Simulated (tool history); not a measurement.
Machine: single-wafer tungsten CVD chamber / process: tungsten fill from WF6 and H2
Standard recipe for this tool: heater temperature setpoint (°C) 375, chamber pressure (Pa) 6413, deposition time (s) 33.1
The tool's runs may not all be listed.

run     day  heater temperature setpoint (°C)  chamber pressure (Pa)  deposition time (s)  wafers since the last listed run  hours since the last thermocouple change  hours since the last manometer calibration  hours since the showerhead was replaced  hours since the gauge calibration  read-back reference wafer on the same gauge, thickness_nm  mean film thickness on the monitor wafer (angstrom)
  1       0                               375                   6413                 33.1                                 0                                    2745.8                                      1313.5                                   3067.8                              244.1                                                     84.248                                                755.5
  2   0.746                               375                   6413                 33.1                               486                                    2763.7                                      1331.4                                   3085.7                                262                                                     84.503                                               757.09
  3   2.867                               375                   6413                 33.1                              1382                                    2814.6                                      1382.3                                   3136.6                              312.9                                                     84.498                                               748.55
  4   3.412                               375                   6413                 33.1                               355                                    2827.7                                      1395.4                                   3149.7                                326                                                     84.391                                               749.21
  5   3.946                               375                   5760                 33.1                               347                                    2840.5                                      1408.2                                   3162.5                              338.8                                                     84.469                                               716.58
  6   4.217                               375                   5760                 33.1                               176                                      2847                                      1414.7                                     3169                              345.3                                                     84.271                                                713.3
  7   4.642                               364                   6413                 38.2                               277                                    2857.2                                      1424.9                                   3179.2                              355.5                                                     84.387                                               704.59
  8   5.058                               364                   6413                 38.2                               271                                    2867.2                                      1434.9                                   3189.2                              365.5                                                     84.322                                               702.46
  9    5.45                               364                   6413                 38.2                               255                                    2876.6                                      1444.3                                   3198.6                              374.9                                                     84.337                                               701.31
        5.9  -- showerhead replaced
 10   5.921                               375                   6413                 27.9                                89                                    2887.9                                      1455.6                                      0.5                              386.2                                                     84.185                                               632.98
      6.442  -- capacitance manometer re-zeroed and calibrated
 11   6.462                               375                   6413                 27.9                               135                                    2900.9                                         0.5                                     13.5                              399.2                                                     84.322                                               629.34
      6.888  -- gauge calibrated
 12   8.042                               375                   6413                 27.9                              1029                                    2938.8                                        38.4                                     51.4                               27.7                                                     84.385                                               625.34
 13   9.704                               375                   6413                 33.1                              1084                                    2978.7                                        78.3                                     91.3                               67.6                                                     84.455                                               747.35
 14  10.233                               366                   5999                 28.5                               345                                    2991.4                                          91                                      104                               80.3                                                     84.291                                               528.47
 15  10.779                               375                   6413                 33.1                               355                                    3004.5                                       104.1                                    117.1                               93.4                                                     84.118                                               748.34
 16  11.092                               375                   6413                 33.1                               203                                      3012                                       111.6                                    124.6                              100.9                                                     84.359                                               750.79
     11.492  -- thermocouple changed; heater temperature recalibrated
 17  11.558                               375                   7279                 33.1                                86                                       1.6                                       122.8                                    135.8                              112.1                                                     84.189                                               787.61
 18  12.221                               375                   6413                 30.6                               431                                      17.5                                       138.7                                    151.7                                128                                                     84.344                                                691.7
 19  12.496                               375                   4893                 26.5                               179                                      24.1                                       145.3                                    158.3                              134.6                                                     84.203                                               541.96
 20  13.179                               375                   6413                 37.6                               445                                      40.5                                       161.7                                    174.7                                151                                                     84.296                                               857.29
 21  13.821                               379                   6413                 33.1                               418                                      55.9                                       177.1                                    190.1                              166.4                                                     84.396                                               799.62
 22  14.362                               375                   4866                 35.9                               353                                      68.9                                       190.1                                    203.1                              179.4                                                     84.303                                                725.6
 23  14.804                               375                   6413                 33.1                               287                                      79.5                                       200.7                                    213.7                                190                                                     84.226                                                748.2
 24  15.238                               375                   6413                 33.1                               282                                      89.9                                       211.1                                    224.1                              200.4                                                      84.14                                               746.11
 25  15.917                               370                   6413                 33.1                               442                                     106.2                                       227.4                                    240.4                              216.7                                                     84.364                                               679.25
 26  16.392                               371                   7426                 27.3                               309                                     117.6                                       238.8                                    251.8                              228.1                                                     84.244                                                605.1
 27  16.733                               379                   6413                 33.1                               222                                     125.8                                         247                                      260                              236.3                                                     84.281                                               801.97
 28  16.996                               375                   6413                 33.1                               171                                     132.1                                       253.3                                    266.3                              242.6                                                      84.38                                                746.6
 29   18.35                               375                   5880                 30.1                               882                                     164.6                                       285.8                                    298.8                              275.1                                                     84.283                                               665.06
 30    19.4                               368                   7346                 27.7                               684                                     189.8                                         311                                      324                              300.3                                                     84.196                                               584.73
 31  19.688                               384                   5293                 37.2                               187                                     196.7                                       317.9                                    330.9                              307.2                                                     84.352                                               911.76
 32  20.288                               360                   6999                 29.3                               391                                     211.1                                       332.3                                    345.3                              321.6                                                     84.222                                               514.15
 33  20.546                               365                   7506                 26.8                               168                                     217.3                                       338.5                                    351.5                              327.8                                                     84.305                                               529.56
 34  20.929                               369                   5640                 28.9                               249                                     226.5                                       347.7                                    360.7                                337                                                     84.147                                               555.66
 35  21.446                               367                   6946                 28.6                               336                                     238.9                                       360.1                                    373.1                              349.4                                                     84.139                                                573.5

Hidden state at the last listed run before each entry between runs and at the first one after, where it differs:
Run 9 -> run 10: showerhead replaced (day 5.9)
  both runs share identical hidden conditions
Run 10 -> run 11: capacitance manometer re-zeroed and calibrated (day 6.442)
  both runs share identical hidden conditions
Run 11 -> run 12: gauge calibrated (day 6.888)
  both runs share identical hidden conditions
Run 16 -> run 17: thermocouple changed; heater temperature recalibrated (day 11.492)
  both runs share identical hidden conditions
